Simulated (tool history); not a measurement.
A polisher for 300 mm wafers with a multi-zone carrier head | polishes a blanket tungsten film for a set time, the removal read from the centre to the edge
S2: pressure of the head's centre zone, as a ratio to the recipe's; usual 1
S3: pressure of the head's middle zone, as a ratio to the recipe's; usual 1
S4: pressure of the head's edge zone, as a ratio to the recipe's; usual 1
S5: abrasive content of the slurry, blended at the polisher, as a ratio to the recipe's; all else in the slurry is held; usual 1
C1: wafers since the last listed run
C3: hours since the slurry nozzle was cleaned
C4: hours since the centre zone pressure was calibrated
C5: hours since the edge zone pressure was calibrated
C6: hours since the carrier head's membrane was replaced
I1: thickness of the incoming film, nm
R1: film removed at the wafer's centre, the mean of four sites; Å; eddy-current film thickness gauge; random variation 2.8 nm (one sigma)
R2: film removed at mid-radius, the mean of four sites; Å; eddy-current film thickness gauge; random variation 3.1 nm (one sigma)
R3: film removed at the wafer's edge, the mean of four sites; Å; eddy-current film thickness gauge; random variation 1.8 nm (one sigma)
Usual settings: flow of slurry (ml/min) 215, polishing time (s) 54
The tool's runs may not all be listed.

{"run": 1, "day": 0.0, "flow of slurry (ml/min)": 215, "S2": 1, "S3": 1, "S4": 1, "S5": 1, "polishing time (s)": 54, "C1": 0, "wafers polished on this pad": 705, "C3": 244.9, "C4": 241.1, "C5": 613.9, "C6": 270.1, "I1": 1255.4, "R1": 2291, "R2": 2412, "R3": 2282}
{"run": 2, "day": 1.233, "flow of slurry (ml/min)": 215, "S2": 1, "S3": 0.93, "S4": 0.94, "S5": 1, "polishing time (s)": 54, "C1": 433, "wafers polished on this pad": 1139, "C3": 274.5, "C4": 270.7, "C5": 643.5, "C6": 299.7, "I1": 1264.2, "R1": 2310, "R2": 2241, "R3": 2175}
{"run": 3, "day": 2.617, "flow of slurry (ml/min)": 175, "S2": 1, "S3": 1.09, "S4": 0.89, "S5": 1, "polishing time (s)": 71, "C1": 486, "wafers polished on this pad": 1626, "C3": 307.7, "C4": 303.9, "C5": 676.7, "C6": 332.9, "I1": 1275.2, "R1": 2903, "R2": 3090, "R3": 2757}
{"run": 4, "day": 4.783, "flow of slurry (ml/min)": 215, "S2": 1, "S3": 1, "S4": 1, "S5": 1, "polishing time (s)": 54, "C1": 762, "wafers polished on this pad": 2388, "C3": 359.7, "C4": 355.9, "C5": 728.7, "C6": 384.9, "I1": 1282.4, "R1": 2240, "R2": 2234, "R3": 2208}
{"day": 6.979, "done": "edge zone pressure recalibrated"}
{"run": 5, "day": 7.629, "flow of slurry (ml/min)": 145, "S2": 1, "S3": 1, "S4": 1, "S5": 1, "polishing time (s)": 54, "C1": 971, "wafers polished on this pad": 3360, "C3": 428, "C4": 424.2, "C5": 15.6, "C6": 453.2, "I1": 1253, "R1": 2103, "R2": 2148, "R3": 2110}
{"run": 6, "day": 10.592, "flow of slurry (ml/min)": 215, "S2": 1, "S3": 1, "S4": 1, "S5": 1, "polishing time (s)": 40, "C1": 1042, "wafers polished on this pad": 4402, "C3": 499.1, "C4": 495.3, "C5": 86.7, "C6": 524.3, "I1": 1256.5, "R1": 1586, "R2": 1617, "R3": 1587}
{"day": 10.775, "done": "slurry nozzle cleaned"}
{"day": 11.521, "done": "centre zone pressure recalibrated"}
{"run": 7, "day": 12.196, "flow of slurry (ml/min)": 215, "S2": 1.08, "S3": 1.08, "S4": 1, "S5": 0.9, "polishing time (s)": 54, "C1": 520, "wafers polished on this pad": 4922, "C3": 34.1, "C4": 16.2, "C5": 125.2, "C6": 562.8, "I1": 1281.8, "R1": 2251, "R2": 2242, "R3": 2055}
{"run": 8, "day": 14.696, "flow of slurry (ml/min)": 215, "S2": 1, "S3": 1, "S4": 1, "S5": 1, "polishing time (s)": 54, "C1": 879, "wafers polished on this pad": 5802, "C3": 94.1, "C4": 76.2, "C5": 185.2, "C6": 622.8, "I1": 1256.8, "R1": 2126, "R2": 2133, "R3": 2073}
{"run": 9, "day": 16.779, "flow of slurry (ml/min)": 215, "S2": 1.03, "S3": 1.11, "S4": 1, "S5": 1.2, "polishing time (s)": 54, "C1": 732, "wafers polished on this pad": 6535, "C3": 144.1, "C4": 126.2, "C5": 235.2, "C6": 672.8, "I1": 1284.2, "R1": 2267, "R2": 2395, "R3": 2213}
{"run": 10, "day": 18.829, "flow of slurry (ml/min)": 215, "S2": 1.09, "S3": 1, "S4": 1, "S5": 1, "polishing time (s)": 54, "C1": 721, "wafers polished on this pad": 7256, "C3": 193.3, "C4": 175.4, "C5": 284.4, "C6": 722, "I1": 1296, "R1": 2262, "R2": 2090, "R3": 2036}
{"day": 19.379, "done": "worn pad replaced by a new one"}
{"run": 11, "day": 21.196, "flow of slurry (ml/min)": 215, "S2": 0.92, "S3": 1.08, "S4": 1, "S5": 1, "polishing time (s)": 54, "C1": 773, "wafers polished on this pad": 639, "C3": 250.1, "C4": 232.2, "C5": 341.2, "C6": 778.8, "I1": 1285.5, "R1": 2150, "R2": 2491, "R3": 2297}
{"run": 12, "day": 23.112, "flow of slurry (ml/min)": 245, "S2": 1, "S3": 1, "S4": 0.95, "S5": 0.75, "polishing time (s)": 54, "C1": 674, "wafers polished on this pad": 1313, "C3": 296.1, "C4": 278.2, "C5": 387.2, "C6": 824.8, "I1": 1248.6, "R1": 2169, "R2": 2150, "R3": 2064}
{"run": 13, "day": 24.125, "flow of slurry (ml/min)": 165, "S2": 1, "S3": 1.07, "S4": 1, "S5": 0.85, "polishing time (s)": 73, "C1": 356, "wafers polished on this pad": 1669, "C3": 320.4, "C4": 302.5, "C5": 411.5, "C6": 849.1, "I1": 1289.3, "R1": 2901, "R2": 3033, "R3": 2850}
{"run": 14, "day": 26.85, "flow of slurry (ml/min)": 165, "S2": 1, "S3": 1, "S4": 1, "S5": 1, "polishing time (s)": 43, "C1": 958, "wafers polished on this pad": 2628, "C3": 385.8, "C4": 367.9, "C5": 476.9, "C6": 914.5, "I1": 1280.3, "R1": 1751, "R2": 1780, "R3": 1760}
{"run": 15, "day": 28.017, "flow of slurry (ml/min)": 215, "S2": 1, "S3": 1, "S4": 1.11, "S5": 1, "polishing time (s)": 54, "C1": 410, "wafers polished on this pad": 3038, "C3": 413.8, "C4": 395.9, "C5": 504.9, "C6": 942.5, "I1": 1284.9, "R1": 2243, "R2": 2279, "R3": 2335}
{"run": 16, "day": 29.55, "flow of slurry (ml/min)": 215, "S2": 1, "S3": 1, "S4": 1, "S5": 1.25, "polishing time (s)": 54, "C1": 539, "wafers polished on this pad": 3578, "C3": 450.6, "C4": 432.7, "C5": 541.7, "C6": 979.3, "I1": 1281.6, "R1": 2443, "R2": 2414, "R3": 2405}
{"run": 17, "day": 30.583, "flow of slurry (ml/min)": 215, "S2": 1, "S3": 1, "S4": 0.95, "S5": 1, "polishing time (s)": 54, "C1": 363, "wafers polished on this pad": 3941, "C3": 475.4, "C4": 457.5, "C5": 566.5, "C6": 1004.1, "I1": 1268.9, "R1": 2226, "R2": 2271, "R3": 2149}
{"day": 31.825, "done": "slurry nozzle cleaned"}
{"day": 33.0, "done": "centre zone pressure recalibrated"}
{"run": 18, "day": 33.358, "flow of slurry (ml/min)": 215, "S2": 1, "S3": 0.89, "S4": 1.1, "S5": 1, "polishing time (s)": 54, "C1": 932, "wafers polished on this pad": 4873, "C3": 36.8, "C4": 8.6, "C5": 633.1, "C6": 1070.7, "I1": 1263.6, "R1": 2240, "R2": 2061, "R3": 2256}
{"day": 35.462, "done": "edge zone pressure recalibrated"}
{"run": 19, "day": 35.483, "flow of slurry (ml/min)": 215, "S2": 1, "S3": 1, "S4": 1, "S5": 1, "polishing time (s)": 72, "C1": 718, "wafers polished on this pad": 5592, "C3": 87.8, "C4": 59.6, "C5": 0.5, "C6": 1121.7, "I1": 1275.2, "R1": 2885, "R2": 2884, "R3": 2836}
{"run": 20, "day": 37.1, "flow of slurry (ml/min)": 215, "S2": 0.9, "S3": 1, "S4": 1.08, "S5": 0.75, "polishing time (s)": 60, "C1": 568, "wafers polished on this pad": 6160, "C3": 126.6, "C4": 98.4, "C5": 39.3, "C6": 1160.5, "I1": 1253.9, "R1": 1940, "R2": 2143, "R3": 2195}

The same runs without the tool's hidden state, with the same run-to-run variation:
The hidden state here: removal rate lost through wear of the pad, %; slurry flow missing at the pad, %; deviation of the centre zone's pressure from its setpoint, %; deviation of the edge zone's pressure from its setpoint, %.
run=1 R1=2358 R2=2482 R3=2348
run=2 R1=2395 R2=2324 R3=2255
run=3 R1=3035 R2=3230 R3=2882
run=4 R1=2372 R2=2366 R3=2339
run=5 R1=2267 R2=2315 R3=2274
run=6 R1=1742 R2=1775 R3=1742
run=7 R1=2496 R2=2486 R3=2279
run=8 R1=2396 R2=2404 R3=2336
run=9 R1=2589 R2=2735 R3=2528
run=10 R1=2619 R2=2421 R3=2357
run=11 R1=2183 R2=2530 R3=2332
run=12 R1=2227 R2=2208 R3=2119
run=13 R1=2997 R2=3133 R3=2944
run=14 R1=1839 R2=1869 R3=1848
run=15 R1=2372 R2=2410 R3=2469
run=16 R1=2608 R2=2577 R3=2566
run=17 R1=2391 R2=2440 R3=2308
run=18 R1=2448 R2=2252 R3=2466
run=19 R1=3195 R2=3194 R3=3141
run=20 R1=2171 R2=2397 R3=2457

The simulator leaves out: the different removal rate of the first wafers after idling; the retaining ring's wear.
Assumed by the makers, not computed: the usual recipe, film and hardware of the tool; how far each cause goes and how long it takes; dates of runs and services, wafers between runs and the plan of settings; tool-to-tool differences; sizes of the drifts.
